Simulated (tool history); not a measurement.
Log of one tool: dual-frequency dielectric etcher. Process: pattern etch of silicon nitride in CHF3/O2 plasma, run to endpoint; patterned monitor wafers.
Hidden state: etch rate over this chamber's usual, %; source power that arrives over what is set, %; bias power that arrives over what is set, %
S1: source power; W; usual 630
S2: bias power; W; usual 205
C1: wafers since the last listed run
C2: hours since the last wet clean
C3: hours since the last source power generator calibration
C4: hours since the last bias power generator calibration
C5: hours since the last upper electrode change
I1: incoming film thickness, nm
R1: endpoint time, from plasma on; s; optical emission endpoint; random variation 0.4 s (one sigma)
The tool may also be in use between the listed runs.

run 1 hour=0 | S1=630 S2=205 | C1=0 C2=0.8 C3=1996.3 C4=3686 C5=2907.3 | I1=84.8 | R1=55.6
run 2 hour=103 | S1=720 S2=205 | C1=1244 C2=103.8 C3=2099.3 C4=3789 C5=3010.3 | I1=84.1 | R1=52.1
run 3 hour=148.6 | S1=720 S2=205 | C1=550 C2=149.4 C3=2144.9 C4=3834.6 C5=3055.9 | I1=84.3 | R1=52.1
run 4 hour=215.1 | S1=720 S2=205 | C1=803 C2=215.9 C3=2211.4 C4=3901.1 C5=3122.4 | I1=83.9 | R1=52.6
run 5 hour=255.8 | S1=630 S2=205 | C1=491 C2=256.6 C3=2252.1 C4=3941.8 C5=3163.1 | I1=84.1 | R1=55.2
run 6 hour=308.3 | S1=630 S2=205 | C1=634 C2=309.1 C3=2304.6 C4=3994.3 C5=3215.6 | I1=84.6 | R1=56.4
run 7 hour=385.2 | S1=630 S2=205 | C1=929 C2=386 C3=2381.5 C4=4071.2 C5=3292.5 | I1=83.8 | R1=55.2
run 8 hour=442.4 | S1=520 S2=205 | C1=691 C2=443.2 C3=2438.7 C4=4128.4 C5=3349.7 | I1=84.2 | R1=59.1
-- hour=554.3 wet clean of the chamber
run 9 hour=554.8 | S1=520 S2=205 | C1=1067 C2=0.5 C3=2551.1 C4=4240.8 C5=3462.1 | I1=84.2 | R1=59.8
run 10 hour=601.1 | S1=630 S2=179 | C1=559 C2=46.8 C3=2597.4 C4=4287.1 C5=3508.4 | I1=84.4 | R1=59.7
run 11 hour=673.1 | S1=630 S2=179 | C1=869 C2=118.8 C3=2669.4 C4=4359.1 C5=3580.4 | I1=84.7 | R1=60.3
run 12 hour=759.9 | S1=670 S2=205 | C1=1048 C2=205.6 C3=2756.2 C4=4445.9 C5=3667.2 | I1=84.6 | R1=56.6
-- hour=854.1 bias power generator calibrated
run 13 hour=854.6 | S1=550 S2=228 | C1=1095 C2=300.3 C3=2850.9 C4=0.5 C5=3761.9 | I1=84 | R1=58.2
run 14 hour=927.6 | S1=550 S2=228 | C1=881 C2=373.3 C3=2923.9 C4=73.5 C5=3834.9 | I1=83.7 | R1=57.6
run 15 hour=1096.7 | S1=550 S2=228 | C1=2042 C2=542.4 C3=3093 C4=242.6 C5=4004 | I1=84.6 | R1=58.8
run 16 hour=1146.2 | S1=700 S2=205 | C1=598 C2=591.9 C3=3142.5 C4=292.1 C5=4053.5 | I1=83.3 | R1=55.8
-- hour=1181.2 wet clean of the chamber, repeated, since the last time left the tool worse
run 17 hour=1183.3 | S1=760 S2=189 | C1=158 C2=2.1 C3=3179.6 C4=329.2 C5=4090.6 | I1=83.6 | R1=52.2
-- hour=1253.7 upper electrode replaced
run 18 hour=1271.8 | S1=630 S2=205 | C1=779 C2=90.6 C3=3268.1 C4=417.7 C5=18.1 | I1=83.6 | R1=54.5
run 19 hour=1358.2 | S1=630 S2=205 | C1=1043 C2=177 C3=3354.5 C4=504.1 C5=104.5 | I1=84.9 | R1=55.8
run 20 hour=1456 | S1=780 S2=247 | C1=1181 C2=274.8 C3=3452.3 C4=601.9 C5=202.3 | I1=84 | R1=47.8
run 21 hour=1511.4 | S1=740 S2=205 | C1=669 C2=330.2 C3=3507.7 C4=657.3 C5=257.7 | I1=84.2 | R1=51.8
-- hour=1563.2 source power generator calibrated
run 22 hour=1563.7 | S1=480 S2=234 | C1=583 C2=382.5 C3=0.5 C4=709.6 C5=310 | I1=84.6 | R1=57.8
run 23 hour=1643.9 | S1=740 S2=163 | C1=968 C2=462.7 C3=80.7 C4=789.8 C5=390.2 | I1=84.6 | R1=58.3
-- hour=1683.5 wet clean of the chamber
run 24 hour=1742.7 | S1=750 S2=225 | C1=903 C2=59.2 C3=179.5 C4=888.6 C5=489 | I1=83.7 | R1=48.5
run 25 hour=1789.6 | S1=630 S2=205 | C1=566 C2=106.1 C3=226.4 C4=935.5 C5=535.9 | I1=84.6 | R1=54.9
run 26 hour=1892.6 | S1=470 S2=159 | C1=1244 C2=209.1 C3=329.4 C4=1038.5 C5=638.9 | I1=84.2 | R1=66.5
-- hour=2167.8 wet clean of the chamber
run 27 hour=2195.5 | S1=470 S2=155 | C1=3369 C2=27.7 C3=632.3 C4=1341.4 C5=941.8 | I1=83.1 | R1=66.8
run 28 hour=2271.9 | S1=540 S2=164 | C1=923 C2=104.1 C3=708.7 C4=1417.8 C5=1018.2 | I1=84.4 | R1=63.2
run 29 hour=2330.6 | S1=630 S2=205 | C1=709 C2=162.8 C3=767.4 C4=1476.5 C5=1076.9 | I1=84 | R1=54.5
run 30 hour=2377.5 | S1=670 S2=205 | C1=566 C2=209.7 C3=814.3 C4=1523.4 C5=1123.8 | I1=85.5 | R1=54.2
run 31 hour=2458.5 | S1=630 S2=205 | C1=978 C2=290.7 C3=895.3 C4=1604.4 C5=1204.8 | I1=84.6 | R1=55.1
run 32 hour=2553.9 | S1=770 S2=205 | C1=1152 C2=386.1 C3=990.7 C4=1699.8 C5=1300.2 | I1=84 | R1=51.2

The same runs without the tool's hidden state, with the same run-to-run variation:
run=1 R1=55.5
run=2 R1=51.8
run=3 R1=51.7
run=4 R1=52
run=5 R1=54.5
run=6 R1=55.5
run=7 R1=54.2
run=8 R1=57.8
run=9 R1=57.4
run=10 R1=57.2
run=11 R1=57.5
run=12 R1=53.8
run=13 R1=55.1
run=14 R1=54.3
run=15 R1=54.9
run=16 R1=52.1
run=17 R1=52
run=18 R1=54.1
run=19 R1=55.1
run=20 R1=47
run=21 R1=50.8
run=22 R1=56.6
run=23 R1=56.8
run=24 R1=48.5
run=25 R1=54.7
run=26 R1=65.9
run=27 R1=66.7
run=28 R1=62.9
run=29 R1=54
run=30 R1=53.7
run=31 R1=54.3
run=32 R1=50.2
